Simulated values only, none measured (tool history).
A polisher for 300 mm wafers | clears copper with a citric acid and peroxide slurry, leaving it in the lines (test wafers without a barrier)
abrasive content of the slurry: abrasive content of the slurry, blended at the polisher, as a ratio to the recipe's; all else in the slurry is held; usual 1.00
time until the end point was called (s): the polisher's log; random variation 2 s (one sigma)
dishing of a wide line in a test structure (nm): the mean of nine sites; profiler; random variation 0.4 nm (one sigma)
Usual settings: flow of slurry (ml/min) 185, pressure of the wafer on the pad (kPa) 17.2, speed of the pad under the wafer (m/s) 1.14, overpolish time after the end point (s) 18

run   hour  flow of slurry (ml/min)  pressure of the wafer on the pad (kPa)  speed of the pad under the wafer (m/s)  abrasive content of the slurry  overpolish time after the end point (s)  incoming thickness of the incoming film, nm  time until the end point was called (s)  dishing of a wide line in a test structure (nm)
  1    0.0                      185                                    17.2                                    1.14                            1.00                                       18                                        297.8                                    129.7                                             27.8
      30.4  -- slurry nozzle cleaned
  2   33.1                      185                                    17.2                                    1.14                            1.00                                       18                                        303.9                                    115.8                                             31.8
  3   51.9                      185                                    17.2                                    1.14                            1.00                                       18                                        301.8                                    117.6                                             30.8
  4   85.8                      185                                    20.7                                    1.14                            1.00                                       18                                        300.0                                    103.8                                             35.2
  5  112.1                      185                                    20.7                                    1.14                            1.00                                       18                                        299.0                                    104.7                                             35.5
  6  126.2                      185                                    12.4                                    0.76                            0.75                                       18                                        298.0                                    237.0                                             16.3
     131.6  -- slurry blender recalibrated
  7  143.8                      130                                    17.2                                    0.92                            1.00                                        8                                        299.8                                    155.3                                             11.4
  8  175.7                      185                                    17.2                                    1.14                            1.00                                       18                                        299.3                                    118.9                                             31.2
     198.3  -- worn pad replaced by a new one
  9  205.5                      185                                    17.2                                    1.14                            1.15                                       13                                        306.4                                    121.2                                             23.3
 10  222.5                      185                                    17.2                                    1.14                            1.00                                       18                                        302.4                                    124.5                                             30.1
 11  241.5                      220                                    20.0                                    1.14                            0.75                                       15                                        304.8                                    114.7                                             27.8
 12  314.2                      185                                    17.2                                    1.14                            1.00                                       18                                        302.5                                    126.9                                             30.0
 13  335.6                      185                                    17.2                                    1.14                            1.00                                       18                                        297.9                                    122.0                                             29.7
 14  409.5                      185                                    17.2                                    1.38                            0.85                                       18                                        298.8                                    109.7                                             32.9
     429.9  -- worn pad replaced by a new one
 15  437.8                      160                                    17.2                                    1.38                            1.00                                       13                                        305.4                                    110.9                                             25.9
     456.4  -- slurry blender recalibrated
 16  466.3                      230                                    22.1                                    1.34                            1.00                                       23                                        299.5                                     85.2                                             49.7
 17  501.4                      185                                    19.3                                    0.92                            0.75                                       28                                        299.0                                    154.2                                             36.3
 18  527.6                      185                                    17.2                                    1.14                            1.00                                       18                                        296.3                                    128.5                                             28.5
 19  559.6                      185                                    17.2                                    1.14                            1.00                                       18                                        297.5                                    126.3                                             28.7
 20  595.6                      185                                    17.2                                    1.14                            1.00                                       18                                        295.1                                    129.6                                             27.7
 21  610.8                      185                                    19.3                                    1.14                            1.00                                       26                                        301.1                                    120.9                                             41.3
     619.3  -- slurry nozzle cleaned
 22  635.2                      215                                    17.2                                    0.98                            1.00                                       18                                        294.2                                    135.3                                             27.6
 23  647.9                      185                                    20.7                                    1.14                            1.00                                       18                                        303.8                                    100.8                                             35.0
 24  662.5                      185                                    17.2                                    0.86                            0.70                                       18                                        297.8                                    169.3                                             22.5
 25  688.4                      185                                    11.0                                    1.14                            1.00                                       15                                        296.8                                    162.2                                             19.0
     700.1  -- worn pad replaced by a new one
 26  739.8                      185                                    17.2                                    1.14                            1.00                                       18                                        295.8                                    119.4                                             31.1
 27  768.7                      185                                    17.2                                    1.14                            1.00                                       18                                        298.9                                    116.0                                             30.7
 28  782.1                      150                                    17.2                                    1.14                            1.10                                       18                                        296.9                                    119.9                                             30.1

4 ways to go on from here, each from the tool as it stands after run 28. What would each give?
  A  782.6                      185                                    17.2                                    1.14                            1.00                                       18                                        299.8                                        ?                                                ?
  B  782.6                      210                                    17.2                                    1.14                            1.00                                       13                                        299.8                                        ?                                                ?
  C  782.6                      185                                    17.2                                    1.14                            1.15                                       10                                        299.8                                        ?                                                ?
  D  782.6                      185                                    17.2                                    1.14                            1.10                                       18                                        299.8                                        ?                                                ?

run  time until the end point was called (s)  dishing of a wide line in a test structure (nm)
  A                                    120.9                                             29.9
  B                                    118.4                                             23.0
  C                                    116.7                                             18.4
  D                                    118.0                                             30.6
Without the tool's hidden state the same runs would have given:
run  time until the end point was called (s)  dishing of a wide line in a test structure (nm)
  A                                    117.8                                             30.6
  B                                    115.7                                             23.4
  C                                    113.7                                             18.8
  D                                    115.0                                             31.2
